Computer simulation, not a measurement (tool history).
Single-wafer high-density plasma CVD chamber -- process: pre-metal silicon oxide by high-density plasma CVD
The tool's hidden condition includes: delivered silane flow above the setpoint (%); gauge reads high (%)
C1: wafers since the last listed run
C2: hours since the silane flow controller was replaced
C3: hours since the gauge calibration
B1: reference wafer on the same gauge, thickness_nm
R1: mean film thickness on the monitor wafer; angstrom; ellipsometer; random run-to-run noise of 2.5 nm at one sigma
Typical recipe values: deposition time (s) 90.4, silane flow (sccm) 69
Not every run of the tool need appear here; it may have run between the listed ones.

run 1 hour=0 | deposition_time_(s)=90.4 silane_flow_(sccm)=78 | C1=0 C2=907.9 C3=2083.5 | B1=633.307 | R1=6479.98
run 2 hour=71.7 | deposition_time_(s)=90.4 silane_flow_(sccm)=78 | C1=768 C2=979.6 C3=2155.2 | B1=633.852 | R1=6496.44
run 3 hour=107.6 | deposition_time_(s)=90.4 silane_flow_(sccm)=78 | C1=384 C2=1015.5 C3=2191.1 | B1=633.61 | R1=6475.29
run 4 hour=171.9 | deposition_time_(s)=90.4 silane_flow_(sccm)=64 | C1=689 C2=1079.8 C3=2255.4 | B1=633.475 | R1=5321.84
run 5 hour=211.4 | deposition_time_(s)=90.4 silane_flow_(sccm)=69 | C1=423 C2=1119.3 C3=2294.9 | B1=634.135 | R1=5736.94
run 6 hour=375.2 | deposition_time_(s)=90.4 silane_flow_(sccm)=69 | C1=1756 C2=1283.1 C3=2458.7 | B1=632.574 | R1=5721.62
run 7 hour=451.5 | deposition_time_(s)=90.4 silane_flow_(sccm)=69 | C1=818 C2=1359.4 C3=2535 | B1=632.195 | R1=5776.9
run 8 hour=513.6 | deposition_time_(s)=90.4 silane_flow_(sccm)=69 | C1=665 C2=1421.5 C3=2597.1 | B1=631.737 | R1=5719.85
run 9 hour=568.9 | deposition_time_(s)=90.4 silane_flow_(sccm)=62 | C1=592 C2=1476.8 C3=2652.4 | B1=632.529 | R1=5128.42
run 10 hour=604 | deposition_time_(s)=90.4 silane_flow_(sccm)=69 | C1=376 C2=1511.9 C3=2687.5 | B1=632.371 | R1=5742.67
run 11 hour=634.5 | deposition_time_(s)=90.4 silane_flow_(sccm)=69 | C1=327 C2=1542.4 C3=2718 | B1=633.019 | R1=5726
run 12 hour=694.1 | deposition_time_(s)=90.4 silane_flow_(sccm)=69 | C1=639 C2=1602 C3=2777.6 | B1=632.408 | R1=5741.16
run 13 hour=743.6 | deposition_time_(s)=90.4 silane_flow_(sccm)=69 | C1=530 C2=1651.5 C3=2827.1 | B1=632.986 | R1=5788.44
run 14 hour=795.1 | deposition_time_(s)=77.9 silane_flow_(sccm)=69 | C1=552 C2=1703 C3=2878.6 | B1=632.792 | R1=4904.24
-- hour=828.1 silane flow controller replaced
run 15 hour=851.9 | deposition_time_(s)=77.9 silane_flow_(sccm)=69 | C1=523 C2=23.8 C3=2935.4 | B1=632.001 | R1=4925.21
run 16 hour=922.1 | deposition_time_(s)=77.9 silane_flow_(sccm)=69 | C1=752 C2=94 C3=3005.6 | B1=632.218 | R1=4895.58
run 17 hour=947.7 | deposition_time_(s)=90.4 silane_flow_(sccm)=69 | C1=274 C2=119.6 C3=3031.2 | B1=631.933 | R1=5714.51
-- hour=968.4 gauge calibrated
run 18 hour=985.8 | deposition_time_(s)=90.4 silane_flow_(sccm)=69 | C1=408 C2=157.7 C3=17.4 | B1=651.948 | R1=5929
run 19 hour=1027.2 | deposition_time_(s)=90.4 silane_flow_(sccm)=69 | C1=443 C2=199.1 C3=58.8 | B1=650.548 | R1=5892.75
run 20 hour=1055.2 | deposition_time_(s)=90.4 silane_flow_(sccm)=69 | C1=300 C2=227.1 C3=86.8 | B1=650.639 | R1=5869.24
run 21 hour=1103.7 | deposition_time_(s)=90.4 silane_flow_(sccm)=69 | C1=520 C2=275.6 C3=135.3 | B1=649.247 | R1=5946.07
run 22 hour=1296.1 | deposition_time_(s)=90.4 silane_flow_(sccm)=69 | C1=2062 C2=468 C3=327.7 | B1=646.323 | R1=5844.5
run 23 hour=1342.4 | deposition_time_(s)=90.4 silane_flow_(sccm)=69 | C1=496 C2=514.3 C3=374 | B1=644.158 | R1=5807.64
run 24 hour=1396 | deposition_time_(s)=103.4 silane_flow_(sccm)=75 | C1=574 C2=567.9 C3=427.6 | B1=644.51 | R1=7256.84
run 25 hour=1465.8 | deposition_time_(s)=79.9 silane_flow_(sccm)=73 | C1=748 C2=637.7 C3=497.4 | B1=642.959 | R1=5442.91
run 26 hour=1537.7 | deposition_time_(s)=90.4 silane_flow_(sccm)=59 | C1=770 C2=709.6 C3=569.3 | B1=642.152 | R1=4960.82
run 27 hour=1578.6 | deposition_time_(s)=90.4 silane_flow_(sccm)=69 | C1=438 C2=750.5 C3=610.2 | B1=640.83 | R1=5838.51
run 28 hour=1648.9 | deposition_time_(s)=83.1 silane_flow_(sccm)=62 | C1=753 C2=820.8 C3=680.5 | B1=640.786 | R1=4802.94
run 29 hour=1680.3 | deposition_time_(s)=90.4 silane_flow_(sccm)=69 | C1=336 C2=852.2 C3=711.9 | B1=640.427 | R1=5829.83
run 30 hour=1739.6 | deposition_time_(s)=90.4 silane_flow_(sccm)=69 | C1=635 C2=911.5 C3=771.2 | B1=638.901 | R1=5780.42
run 31 hour=1804.9 | deposition_time_(s)=90.4 silane_flow_(sccm)=69 | C1=700 C2=976.8 C3=836.5 | B1=638.783 | R1=5773.93
run 32 hour=1833.5 | deposition_time_(s)=90.4 silane_flow_(sccm)=78 | C1=306 C2=1005.4 C3=865.1 | B1=637.577 | R1=6533.33
run 33 hour=1868.6 | deposition_time_(s)=90.4 silane_flow_(sccm)=75 | C1=376 C2=1040.5 C3=900.2 | B1=638.618 | R1=6248.09
run 34 hour=2079.9 | deposition_time_(s)=104.9 silane_flow_(sccm)=69 | C1=2265 C2=1251.8 C3=1111.5 | B1=637.618 | R1=6668.03
run 35 hour=2127.9 | deposition_time_(s)=90.4 silane_flow_(sccm)=69 | C1=514 C2=1299.8 C3=1159.5 | B1=636.351 | R1=5764.03
run 36 hour=2197.5 | deposition_time_(s)=107.7 silane_flow_(sccm)=64 | C1=746 C2=1369.4 C3=1229.1 | B1=635.336 | R1=6326.63
run 37 hour=2251.4 | deposition_time_(s)=81.7 silane_flow_(sccm)=69 | C1=577 C2=1423.3 C3=1283 | B1=635.531 | R1=5191.12
run 38 hour=2295.5 | deposition_time_(s)=78.5 silane_flow_(sccm)=57 | C1=472 C2=1467.4 C3=1327.1 | B1=633.596 | R1=4118.06
run 39 hour=2334.8 | deposition_time_(s)=100 silane_flow_(sccm)=63 | C1=421 C2=1506.7 C3=1366.4 | B1=633.85 | R1=5786.48
-- hour=2382.5 silane flow controller replaced
run 40 hour=2400 | deposition_time_(s)=102.3 silane_flow_(sccm)=59 | C1=613 C2=17.5 C3=1431.6 | B1=634.552 | R1=5553.81
run 41 hour=2441.4 | deposition_time_(s)=102.2 silane_flow_(sccm)=76 | C1=443 C2=58.9 C3=1473 | B1=633.172 | R1=7174.87
run 42 hour=2484 | deposition_time_(s)=79.8 silane_flow_(sccm)=80 | C1=456 C2=101.5 C3=1515.6 | B1=633.693 | R1=5928.75
run 43 hour=2511 | deposition_time_(s)=90.4 silane_flow_(sccm)=69 | C1=289 C2=128.5 C3=1542.6 | B1=635.03 | R1=5718.91
run 44 hour=2549.5 | deposition_time_(s)=78.5 silane_flow_(sccm)=57 | C1=412 C2=167 C3=1581.1 | B1=633.6 | R1=4106.39
run 45 hour=2594.1 | deposition_time_(s)=103.3 silane_flow_(sccm)=62 | C1=478 C2=211.6 C3=1625.7 | B1=632.985 | R1=5886.02
run 46 hour=2711.6 | deposition_time_(s)=79.6 silane_flow_(sccm)=76 | C1=1259 C2=329.1 C3=1743.2 | B1=633.293 | R1=5573.64

Branching from run 46: 4 alternative next runs. What would each branch give?
run A hour=2712 | deposition_time_(s)=90.4 silane_flow_(sccm)=69 | C1=4 C2=329.5 C3=1743.6 | B1=? | R1=?
run B hour=2712 | deposition_time_(s)=90.4 silane_flow_(sccm)=63 | C1=4 C2=329.5 C3=1743.6 | B1=? | R1=?
run C hour=2712 | deposition_time_(s)=106.2 silane_flow_(sccm)=79 | C1=4 C2=329.5 C3=1743.6 | B1=? | R1=?
run D hour=2712 | deposition_time_(s)=73.4 silane_flow_(sccm)=62 | C1=4 C2=329.5 C3=1743.6 | B1=? | R1=?

run=A B1=632.465 R1=5719.24
run=B B1=632.465 R1=5221.91
run=C B1=632.465 R1=7692.58
run=D B1=632.465 R1=4172.62
Without the tool's unlogged condition, the same runs would have read:
run=A R1=5912.23
run=B R1=5398.12
run=C R1=7952.17
run=D R1=4313.42

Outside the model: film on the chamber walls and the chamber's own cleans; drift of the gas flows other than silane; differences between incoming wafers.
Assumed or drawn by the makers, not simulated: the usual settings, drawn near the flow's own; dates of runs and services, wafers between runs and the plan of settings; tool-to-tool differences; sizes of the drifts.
